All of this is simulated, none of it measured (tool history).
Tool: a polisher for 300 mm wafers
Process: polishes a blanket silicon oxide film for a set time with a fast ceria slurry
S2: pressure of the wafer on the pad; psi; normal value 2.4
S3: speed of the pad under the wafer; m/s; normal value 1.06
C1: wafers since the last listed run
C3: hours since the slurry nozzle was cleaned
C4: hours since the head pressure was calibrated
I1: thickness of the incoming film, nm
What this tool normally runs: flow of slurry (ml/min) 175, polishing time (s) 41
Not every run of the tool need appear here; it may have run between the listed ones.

Run 1, hour 0.0: usual settings; C1 0; wafers polished on this pad 466; C3 391.9; C4 1086.3; I1 3485.1. Result: film removed (Å) 5783.
Run 2, hour 29.2: usual settings; C1 186; wafers polished on this pad 653; C3 421.1; C4 1115.5; I1 3460.5. Result: film removed (Å) 5851.
Run 3, hour 42.2: usual settings; C1 82; wafers polished on this pad 735; C3 434.1; C4 1128.5; I1 3503.3. Result: film removed (Å) 5806.
Run 4, hour 58.0: usual settings; C1 100; wafers polished on this pad 836; C3 449.9; C4 1144.3; I1 3535.6. Result: film removed (Å) 5792.
Run 5, hour 70.6: usual settings but flow of slurry (ml/min) 205, S2 1.9 psi; C1 80; wafers polished on this pad 917; C3 462.5; C4 1156.9; I1 3467.7. Result: film removed (Å) 4821.
Run 6, hour 83.4: usual settings; C1 81; wafers polished on this pad 998; C3 475.3; C4 1169.7; I1 3528.4. Result: film removed (Å) 5789.
Run 7, hour 96.1: usual settings; C1 81; wafers polished on this pad 1079; C3 488.0; C4 1182.4; I1 3515.2. Result: film removed (Å) 5754.
Run 8, hour 124.8: usual settings but flow of slurry (ml/min) 195, polishing time (s) 35; C1 183; wafers polished on this pad 1262; C3 516.7; C4 1211.1; I1 3552.7. Result: film removed (Å) 5151.
Run 9, hour 140.7: usual settings but flow of slurry (ml/min) 200; C1 101; wafers polished on this pad 1364; C3 532.6; C4 1227.0; I1 3559.1. Result: film removed (Å) 5986.
Run 10, hour 175.3: usual settings but flow of slurry (ml/min) 200; C1 220; wafers polished on this pad 1585; C3 567.2; C4 1261.6; I1 3453.7. Result: film removed (Å) 5941.
At hour 183.7: worn pad replaced by a new one.
Run 11, hour 193.2: usual settings but flow of slurry (ml/min) 220, polishing time (s) 48; C1 88; wafers polished on this pad 60; C3 585.1; C4 1279.5; I1 3445.6. Result: film removed (Å) 7113.
Run 12, hour 228.5: usual settings but flow of slurry (ml/min) 220, polishing time (s) 48; C1 225; wafers polished on this pad 285; C3 620.4; C4 1314.8; I1 3476.4. Result: film removed (Å) 7142.
At hour 234.8: head pressure recalibrated.
Run 13, hour 250.7: usual settings but flow of slurry (ml/min) 220, polishing time (s) 48; C1 128; wafers polished on this pad 414; C3 642.6; C4 15.9; I1 3518.4. Result: film removed (Å) 7128.
At hour 262.3: slurry nozzle cleaned.
Run 14, hour 265.9: usual settings but S2 2.1 psi, polishing time (s) 51; C1 90; wafers polished on this pad 505; C3 3.6; C4 31.1; I1 3454.5. Result: film removed (Å) 6673.
Run 15, hour 290.8: usual settings but polishing time (s) 34; C1 158; wafers polished on this pad 663; C3 28.5; C4 56.0; I1 3534.0. Result: film removed (Å) 5065.
Run 16, hour 306.3: usual settings but S2 1.7 psi, polishing time (s) 49; C1 98; wafers polished on this pad 762; C3 44.0; C4 71.5; I1 3582.5. Result: film removed (Å) 5069.
Run 17, hour 332.9: usual settings but S2 2.6 psi, polishing time (s) 53; C1 169; wafers polished on this pad 932; C3 70.6; C4 98.1; I1 3549.1. Result: film removed (Å) 8551.
Run 18, hour 354.5: usual settings but polishing time (s) 37; C1 137; wafers polished on this pad 1070; C3 92.2; C4 119.7; I1 3556.5. Result: film removed (Å) 5554.
Run 19, hour 376.6: usual settings but flow of slurry (ml/min) 230, S2 2.8 psi, S3 0.86 m/s, polishing time (s) 36; C1 140; wafers polished on this pad 1211; C3 114.3; C4 141.8; I1 3553.0. Result: film removed (Å) 5398.
Run 20, hour 393.7: usual settings; C1 109; wafers polished on this pad 1320; C3 131.4; C4 158.9; I1 3478.6. Result: film removed (Å) 6073.
At hour 405.2: worn pad replaced by a new one.
Run 21, hour 418.6: usual settings but flow of slurry (ml/min) 120, polishing time (s) 54; C1 133; wafers polished on this pad 85; C3 156.3; C4 183.8; I1 3516.3. Result: film removed (Å) 7354.
Run 22, hour 435.3: usual settings; C1 106; wafers polished on this pad 192; C3 173.0; C4 200.5; I1 3501.1. Result: film removed (Å) 5941.
Run 23, hour 454.1: usual settings but S2 1.7 psi, S3 0.92 m/s; C1 119; wafers polished on this pad 312; C3 191.8; C4 219.3; I1 3546.5. Result: film removed (Å) 3837.
Run 24, hour 474.3: usual settings but flow of slurry (ml/min) 125, S2 3.0 psi, polishing time (s) 30; C1 128; wafers polished on this pad 441; C3 212.0; C4 239.5; I1 3534.2. Result: film removed (Å) 5190.
Run 25, hour 488.4: usual settings but flow of slurry (ml/min) 130, S2 3.1 psi, S3 0.78 m/s, polishing time (s) 45; C1 89; wafers polished on this pad 531; C3 226.1; C4 253.6; I1 3464.9. Result: film removed (Å) 6336.
Run 26, hour 566.6: usual settings but S2 3.1 psi, polishing time (s) 35; C1 498; wafers polished on this pad 1029; C3 304.3; C4 331.8; I1 3526.9. Result: film removed (Å) 6530.
Run 27, hour 583.6: usual settings but flow of slurry (ml/min) 235; C1 108; wafers polished on this pad 1138; C3 321.3; C4 348.8; I1 3548.8. Result: film removed (Å) 6078.
Run 28, hour 603.5: usual settings but S3 1.42 m/s; C1 126; wafers polished on this pad 1265; C3 341.2; C4 368.7; I1 3548.3. Result: film removed (Å) 7515.
At hour 625.9: worn pad replaced by a new one.
Run 29, hour 636.4: usual settings but flow of slurry (ml/min) 210, S3 0.82 m/s; C1 184; wafers polished on this pad 66; C3 374.1; C4 401.6; I1 3564.5. Result: film removed (Å) 5040.
Run 30, hour 669.4: usual settings; C1 210; wafers polished on this pad 277; C3 407.1; C4 434.6; I1 3529.9. Result: film removed (Å) 5759.
Run 31, hour 685.0: usual settings but polishing time (s) 34; C1 99; wafers polished on this pad 376; C3 422.7; C4 450.2; I1 3525.0. Result: film removed (Å) 4796.
Run 32, hour 720.1: usual settings; C1 223; wafers polished on this pad 600; C3 457.8; C4 485.3; I1 3514.3. Result: film removed (Å) 5758.

What does the tool deliver on the next run?
Run 33, hour 739.3: usual settings but flow of slurry (ml/min) 200, S2 2.7 psi; C1 122; wafers polished on this pad 723; C3 477.0; C4 504.5; I1 3508.0. Result: film removed (Å) ?.

{"run 33": {"film removed (Å)": 6696}}
On a tool with no hidden condition, and with the same random variation, this run would have come out at film removed (Å) 7172.
